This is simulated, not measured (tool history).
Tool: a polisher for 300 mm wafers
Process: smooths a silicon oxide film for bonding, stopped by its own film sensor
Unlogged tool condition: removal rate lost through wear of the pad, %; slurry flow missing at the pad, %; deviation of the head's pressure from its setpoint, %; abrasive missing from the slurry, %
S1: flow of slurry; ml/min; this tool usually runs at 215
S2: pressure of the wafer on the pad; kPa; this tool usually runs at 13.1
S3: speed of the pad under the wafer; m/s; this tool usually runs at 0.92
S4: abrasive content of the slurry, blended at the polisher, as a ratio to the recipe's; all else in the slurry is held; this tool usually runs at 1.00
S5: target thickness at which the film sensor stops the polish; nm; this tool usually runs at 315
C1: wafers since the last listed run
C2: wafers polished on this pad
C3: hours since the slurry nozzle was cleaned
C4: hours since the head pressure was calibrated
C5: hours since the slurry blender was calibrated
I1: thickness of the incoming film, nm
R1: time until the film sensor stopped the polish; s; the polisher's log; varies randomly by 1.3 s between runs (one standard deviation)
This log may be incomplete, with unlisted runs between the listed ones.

| run | day | S1 | S2 | S3 | S4 | S5 | C1 | C2 | C3 | C4 | C5 | I1 | R1 |
|---|---|---|---|---|---|---|---|---|---|---|---|---|---|
| 1 | 0.000 | 215 | 13.1 | 0.92 | 1.00 | 315 | 0 | 4 | 144.6 | 1044.0 | 270.4 | 371.1 | 91.8 |
| 2 | 0.479 | 215 | 13.1 | 0.92 | 1.00 | 315 | 103 | 107 | 156.1 | 1055.5 | 281.9 | 367.6 | 86.8 |
| 3 | 0.792 | 215 | 13.1 | 0.92 | 1.00 | 315 | 67 | 175 | 163.6 | 1063.0 | 289.4 | 367.4 | 83.7 |
|  | 1.400 | slurry blender recalibrated |
| 4 | 1.492 | 215 | 13.1 | 0.92 | 1.00 | 315 | 132 | 308 | 180.4 | 1079.8 | 2.2 | 364.7 | 80.4 |
| 5 | 1.892 | 215 | 13.1 | 0.92 | 1.00 | 315 | 86 | 394 | 190.0 | 1089.4 | 11.8 | 369.7 | 88.1 |
| 6 | 2.442 | 215 | 13.1 | 0.92 | 1.00 | 315 | 118 | 512 | 203.2 | 1102.6 | 25.0 | 366.5 | 82.0 |
| 7 | 3.179 | 215 | 13.1 | 0.92 | 1.00 | 303 | 158 | 671 | 220.9 | 1120.3 | 42.7 | 367.5 | 104.7 |
| 8 | 4.550 | 215 | 13.1 | 0.92 | 1.00 | 315 | 295 | 966 | 253.8 | 1153.2 | 75.6 | 369.5 | 89.1 |
| 9 | 4.875 | 215 | 15.2 | 0.76 | 1.00 | 315 | 70 | 1036 | 261.6 | 1161.0 | 83.4 | 366.9 | 85.6 |
|  | 5.492 | worn pad replaced by a new one |
| 10 | 5.512 | 235 | 17.2 | 1.06 | 0.85 | 315 | 101 | 4 | 276.9 | 1176.3 | 98.7 | 373.5 | 69.8 |
| 11 | 5.750 | 215 | 13.1 | 0.92 | 1.00 | 315 | 51 | 55 | 282.6 | 1182.0 | 104.4 | 369.1 | 88.7 |
| 12 | 6.338 | 215 | 17.2 | 0.92 | 1.00 | 329 | 126 | 182 | 296.7 | 1196.1 | 118.5 | 369.6 | 48.7 |
| 13 | 6.696 | 215 | 13.1 | 1.10 | 1.15 | 324 | 77 | 259 | 305.3 | 1204.7 | 127.1 | 375.7 | 67.4 |
| 14 | 7.379 | 215 | 13.1 | 0.92 | 1.00 | 315 | 147 | 406 | 321.7 | 1221.1 | 143.5 | 365.3 | 83.8 |
| 15 | 7.917 | 245 | 13.1 | 0.92 | 1.00 | 315 | 115 | 522 | 334.6 | 1234.0 | 156.4 | 375.3 | 96.4 |
| 16 | 9.379 | 215 | 13.1 | 0.72 | 0.85 | 301 | 315 | 837 | 369.7 | 1269.1 | 191.5 | 372.0 | 154.1 |
|  | 9.850 | head pressure recalibrated |
|  | 10.079 | slurry nozzle cleaned |
| 17 | 10.108 | 215 | 13.1 | 0.92 | 1.00 | 315 | 130 | 967 | 0.7 | 6.2 | 209.0 | 372.0 | 90.8 |
|  | 10.296 | worn pad replaced by a new one |
| 18 | 11.158 | 190 | 14.5 | 0.70 | 1.00 | 315 | 190 | 185 | 25.9 | 31.4 | 234.2 | 364.3 | 88.7 |
| 19 | 11.408 | 215 | 13.1 | 0.76 | 1.00 | 315 | 53 | 239 | 31.9 | 37.4 | 240.2 | 362.1 | 86.9 |
| 20 | 11.696 | 215 | 13.1 | 0.92 | 1.00 | 315 | 61 | 301 | 38.8 | 44.3 | 247.1 | 366.0 | 79.1 |
| 21 | 12.279 | 215 | 13.1 | 0.92 | 1.30 | 315 | 125 | 426 | 52.8 | 58.3 | 261.1 | 374.6 | 82.9 |
| 22 | 12.867 | 215 | 13.1 | 0.92 | 1.00 | 315 | 126 | 553 | 66.9 | 72.4 | 275.2 | 365.0 | 82.3 |
| 23 | 13.567 | 155 | 13.1 | 0.78 | 1.00 | 315 | 150 | 704 | 83.7 | 89.2 | 292.0 | 368.2 | 101.7 |
| 24 | 13.925 | 165 | 13.1 | 0.92 | 1.00 | 315 | 77 | 781 | 92.3 | 97.8 | 300.6 | 377.7 | 104.9 |
|  | 14.033 | slurry blender recalibrated |
| 25 | 14.392 | 215 | 17.2 | 0.92 | 1.00 | 329 | 82 | 864 | 103.5 | 109.0 | 8.6 | 366.7 | 46.5 |
|  | 14.692 | worn pad replaced by a new one |
| 26 | 14.929 | 215 | 13.1 | 0.92 | 1.20 | 315 | 79 | 50 | 116.4 | 121.9 | 21.5 | 370.6 | 82.0 |
| 27 | 15.262 | 235 | 13.1 | 1.16 | 1.00 | 309 | 71 | 122 | 124.4 | 129.9 | 29.5 | 367.7 | 78.7 |
| 28 | 15.962 | 215 | 13.1 | 0.92 | 1.00 | 315 | 150 | 273 | 141.2 | 146.7 | 46.3 | 372.1 | 90.8 |
| 29 | 16.583 | 215 | 13.1 | 1.10 | 1.15 | 324 | 133 | 407 | 156.1 | 161.6 | 61.2 | 369.1 | 58.8 |
| 30 | 17.208 | 160 | 13.1 | 1.14 | 0.75 | 327 | 134 | 541 | 171.1 | 176.6 | 76.2 | 371.2 | 74.4 |
| 31 | 17.858 | 215 | 13.1 | 0.92 | 1.00 | 328 | 140 | 681 | 186.7 | 192.2 | 91.8 | 365.2 | 60.0 |

3 ways to go on from here, each from the tool as it stands after run 31. What would each give?
| A | 17.875 | 215 | 13.1 | 0.92 | 1.00 | 315 | 3 | 685 | 187.1 | 192.6 | 92.2 | 369.8 | ? |
| B | 17.875 | 215 | 13.1 | 0.92 | 1.10 | 315 | 3 | 685 | 187.1 | 192.6 | 92.2 | 369.8 | ? |
| C | 17.875 | 215 | 13.1 | 0.72 | 1.25 | 315 | 3 | 685 | 187.1 | 192.6 | 92.2 | 369.8 | ? |

| run | R1 |
|---|---|
| A | 88.0 |
| B | 83.6 |
| C | 95.5 |
The same runs, with their run-to-run variation unchanged, on a tool lacking any hidden condition would have given:
| run | R1 |
|---|---|
| A | 88.0 |
| B | 83.6 |
| C | 95.5 |
